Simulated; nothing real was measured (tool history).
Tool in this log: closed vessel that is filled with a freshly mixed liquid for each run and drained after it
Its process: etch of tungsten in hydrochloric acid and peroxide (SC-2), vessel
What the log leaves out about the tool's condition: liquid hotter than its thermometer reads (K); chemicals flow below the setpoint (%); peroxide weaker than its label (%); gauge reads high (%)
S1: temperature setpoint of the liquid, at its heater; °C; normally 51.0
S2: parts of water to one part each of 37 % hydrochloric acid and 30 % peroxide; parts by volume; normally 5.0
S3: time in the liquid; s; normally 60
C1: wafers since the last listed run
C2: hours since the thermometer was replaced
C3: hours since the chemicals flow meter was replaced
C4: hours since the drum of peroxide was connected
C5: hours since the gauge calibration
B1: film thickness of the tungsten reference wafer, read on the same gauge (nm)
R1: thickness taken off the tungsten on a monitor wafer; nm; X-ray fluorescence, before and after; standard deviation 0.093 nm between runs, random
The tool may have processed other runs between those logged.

| run | hour | S1 | S2 | S3 | C1 | C2 | C3 | C4 | C5 | B1 | R1 |
|---|---|---|---|---|---|---|---|---|---|---|---|
| 1 | 0.0 | 51.0 | 5.0 | 80 | 0 | 2213.3 | 1444.4 | 1257.6 | 139.7 | 40.01 | 29.85 |
| 2 | 17.5 | 51.0 | 5.0 | 80 | 1207 | 2230.8 | 1461.9 | 1275.1 | 157.2 | 40.01 | 30.05 |
| 3 | 32.3 | 51.0 | 5.0 | 60 | 1021 | 2245.6 | 1476.7 | 1289.9 | 172.0 | 39.99 | 22.58 |
| 4 | 47.7 | 51.0 | 5.0 | 60 | 1063 | 2261.0 | 1492.1 | 1305.3 | 187.4 | 39.98 | 22.59 |
| 5 | 59.3 | 51.0 | 5.0 | 60 | 800 | 2272.6 | 1503.7 | 1316.9 | 199.0 | 40.00 | 22.40 |
| 6 | 76.2 | 51.0 | 5.0 | 60 | 1166 | 2289.5 | 1520.6 | 1333.8 | 215.9 | 39.99 | 22.45 |
|  | 77.6 | new drum of peroxide connected |
| 7 | 91.3 | 51.0 | 5.0 | 60 | 973 | 2304.6 | 1535.7 | 13.7 | 231.0 | 40.02 | 22.52 |
| 8 | 104.0 | 51.0 | 5.0 | 60 | 876 | 2317.3 | 1548.4 | 26.4 | 243.7 | 40.00 | 22.51 |
|  | 104.4 | gauge calibrated |
| 9 | 120.5 | 51.0 | 5.0 | 60 | 1138 | 2333.8 | 1564.9 | 42.9 | 16.1 | 39.98 | 22.57 |
|  | 127.5 | chemicals flow meter replaced |
| 10 | 133.5 | 47.5 | 5.0 | 45 | 828 | 2346.8 | 6.0 | 55.9 | 29.1 | 39.99 | 13.34 |
| 11 | 149.0 | 51.0 | 5.0 | 60 | 1069 | 2362.3 | 21.5 | 71.4 | 44.6 | 40.00 | 22.40 |
| 12 | 157.1 | 51.0 | 4.0 | 60 | 559 | 2370.4 | 29.6 | 79.5 | 52.7 | 40.03 | 26.22 |
|  | 168.8 | thermometer replaced |
| 13 | 172.2 | 58.0 | 5.0 | 60 | 973 | 3.4 | 44.7 | 94.6 | 67.8 | 39.99 | 35.30 |
| 14 | 180.7 | 41.5 | 4.0 | 45 | 586 | 11.9 | 53.2 | 103.1 | 76.3 | 39.99 | 10.33 |
| 15 | 191.0 | 51.0 | 4.0 | 60 | 710 | 22.2 | 63.5 | 113.4 | 86.6 | 40.00 | 26.29 |
| 16 | 205.3 | 43.0 | 6.0 | 95 | 987 | 36.5 | 77.8 | 127.7 | 100.9 | 40.01 | 17.98 |
| 17 | 223.9 | 59.5 | 4.0 | 50 | 1283 | 55.1 | 96.4 | 146.3 | 119.5 | 40.02 | 38.03 |
| 18 | 233.0 | 45.0 | 5.0 | 60 | 628 | 64.2 | 105.5 | 155.4 | 128.6 | 39.99 | 15.09 |
| 19 | 240.4 | 51.0 | 6.5 | 60 | 510 | 71.6 | 112.9 | 162.8 | 136.0 | 39.99 | 18.58 |

What if the next run were any one of these 3? Each begins from the tool's condition after run 19:
| A | 241.1 | 51.0 | 5.0 | 60 | 48 | 72.3 | 113.6 | 163.5 | 136.7 | ? | ? |
| B | 241.1 | 51.0 | 5.0 | 30 | 48 | 72.3 | 113.6 | 163.5 | 136.7 | ? | ? |
| C | 241.1 | 56.0 | 4.0 | 85 | 48 | 72.3 | 113.6 | 163.5 | 136.7 | ? | ? |

| run | B1 | R1 |
|---|---|---|
| A | 39.97 | 22.30 |
| B | 39.97 | 11.15 |
| C | 39.97 | 51.09 |
Stripped of hidden state, with their random variation kept, the same runs would have yielded:
| run | R1 |
|---|---|
| A | 22.30 |
| B | 11.15 |
| C | 51.09 |

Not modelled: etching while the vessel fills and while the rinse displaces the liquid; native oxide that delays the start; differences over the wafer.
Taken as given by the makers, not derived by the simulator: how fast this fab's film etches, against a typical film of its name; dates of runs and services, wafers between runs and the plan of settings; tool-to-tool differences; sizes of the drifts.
